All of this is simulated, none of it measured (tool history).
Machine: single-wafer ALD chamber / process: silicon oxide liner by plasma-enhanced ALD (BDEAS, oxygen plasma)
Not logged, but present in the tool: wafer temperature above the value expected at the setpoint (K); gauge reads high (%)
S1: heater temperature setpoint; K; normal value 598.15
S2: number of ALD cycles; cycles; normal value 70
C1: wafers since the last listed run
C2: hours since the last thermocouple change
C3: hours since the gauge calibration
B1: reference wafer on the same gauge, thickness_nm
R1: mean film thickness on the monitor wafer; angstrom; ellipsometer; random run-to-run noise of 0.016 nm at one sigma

{"run": 1, "hour": 0.0, "S1": 598.15, "S2": 70, "C1": 0, "C2": 1917.3, "C3": 447.1, "B1": 6.844, "R1": 62.32}
{"run": 2, "hour": 29.7, "S1": 598.15, "S2": 70, "C1": 202, "C2": 1947, "C3": 476.8, "B1": 6.834, "R1": 62.11}
{"run": 3, "hour": 49.4, "S1": 598.15, "S2": 70, "C1": 134, "C2": 1966.7, "C3": 496.5, "B1": 6.823, "R1": 61.95}
{"run": 4, "hour": 64.2, "S1": 598.15, "S2": 70, "C1": 101, "C2": 1981.5, "C3": 511.3, "B1": 6.817, "R1": 61.89}
{"run": 5, "hour": 86.0, "S1": 598.15, "S2": 70, "C1": 148, "C2": 2003.3, "C3": 533.1, "B1": 6.801, "R1": 62.02}
{"run": 6, "hour": 112.5, "S1": 598.15, "S2": 70, "C1": 180, "C2": 2029.8, "C3": 559.6, "B1": 6.796, "R1": 61.92}
{"run": 7, "hour": 136.0, "S1": 598.15, "S2": 70, "C1": 160, "C2": 2053.3, "C3": 583.1, "B1": 6.784, "R1": 61.84}
{"run": 8, "hour": 165.2, "S1": 592.15, "S2": 70, "C1": 199, "C2": 2082.5, "C3": 612.3, "B1": 6.765, "R1": 61.76}
{"hour": 179.8, "done": "gauge calibrated"}
{"run": 9, "hour": 182.6, "S1": 592.15, "S2": 70, "C1": 118, "C2": 2099.9, "C3": 2.8, "B1": 6.907, "R1": 63.58}
{"run": 10, "hour": 207.4, "S1": 592.15, "S2": 70, "C1": 169, "C2": 2124.7, "C3": 27.6, "B1": 6.912, "R1": 63.56}
{"run": 11, "hour": 235.0, "S1": 598.15, "S2": 70, "C1": 188, "C2": 2152.3, "C3": 55.2, "B1": 6.911, "R1": 62.81}
{"run": 12, "hour": 249.6, "S1": 604.15, "S2": 59, "C1": 99, "C2": 2166.9, "C3": 69.8, "B1": 6.909, "R1": 52.6}
{"run": 13, "hour": 277.6, "S1": 613.15, "S2": 58, "C1": 191, "C2": 2194.9, "C3": 97.8, "B1": 6.907, "R1": 51.2}
{"run": 14, "hour": 292.2, "S1": 598.15, "S2": 82, "C1": 99, "C2": 2209.5, "C3": 112.4, "B1": 6.909, "R1": 73.69}
{"run": 15, "hour": 324.8, "S1": 607.15, "S2": 70, "C1": 222, "C2": 2242.1, "C3": 145, "B1": 6.903, "R1": 61.88}
{"hour": 343.0, "done": "thermocouple changed; heater temperature recalibrated"}
{"run": 16, "hour": 409.5, "S1": 613.15, "S2": 70, "C1": 523, "C2": 66.5, "C3": 229.7, "B1": 6.889, "R1": 61.57}
{"run": 17, "hour": 444.9, "S1": 607.15, "S2": 80, "C1": 241, "C2": 101.9, "C3": 265.1, "B1": 6.877, "R1": 70.63}
{"run": 18, "hour": 473.2, "S1": 598.15, "S2": 70, "C1": 193, "C2": 130.2, "C3": 293.4, "B1": 6.874, "R1": 62.48}
{"run": 19, "hour": 485.8, "S1": 593.15, "S2": 79, "C1": 86, "C2": 142.8, "C3": 306, "B1": 6.87, "R1": 71.02}
{"run": 20, "hour": 508.6, "S1": 598.15, "S2": 70, "C1": 155, "C2": 165.6, "C3": 328.8, "B1": 6.859, "R1": 62.55}
{"run": 21, "hour": 527.2, "S1": 598.15, "S2": 70, "C1": 126, "C2": 184.2, "C3": 347.4, "B1": 6.856, "R1": 62.77}
{"run": 22, "hour": 542.4, "S1": 598.15, "S2": 80, "C1": 103, "C2": 199.4, "C3": 362.6, "B1": 6.855, "R1": 71.14}

3 ways to go on from here, each from the tool as it stands after run 22. What would each give?
{"run": "A", "hour": 542.9, "S1": 612.15, "S2": 70, "C1": 3, "C2": 199.9, "C3": 363.1, "B1": "?", "R1": "?"}
{"run": "B", "hour": 542.9, "S1": 598.15, "S2": 57, "C1": 3, "C2": 199.9, "C3": 363.1, "B1": "?", "R1": "?"}
{"run": "C", "hour": 542.9, "S1": 611.15, "S2": 70, "C1": 3, "C2": 199.9, "C3": 363.1, "B1": "?", "R1": "?"}

run=A B1=6.855 R1=61.54
run=B B1=6.855 R1=51.02
run=C B1=6.855 R1=61.62
With no hidden state in the tool, these same runs would have given:
run=A R1=62.14
run=B R1=51.52
run=C R1=62.22
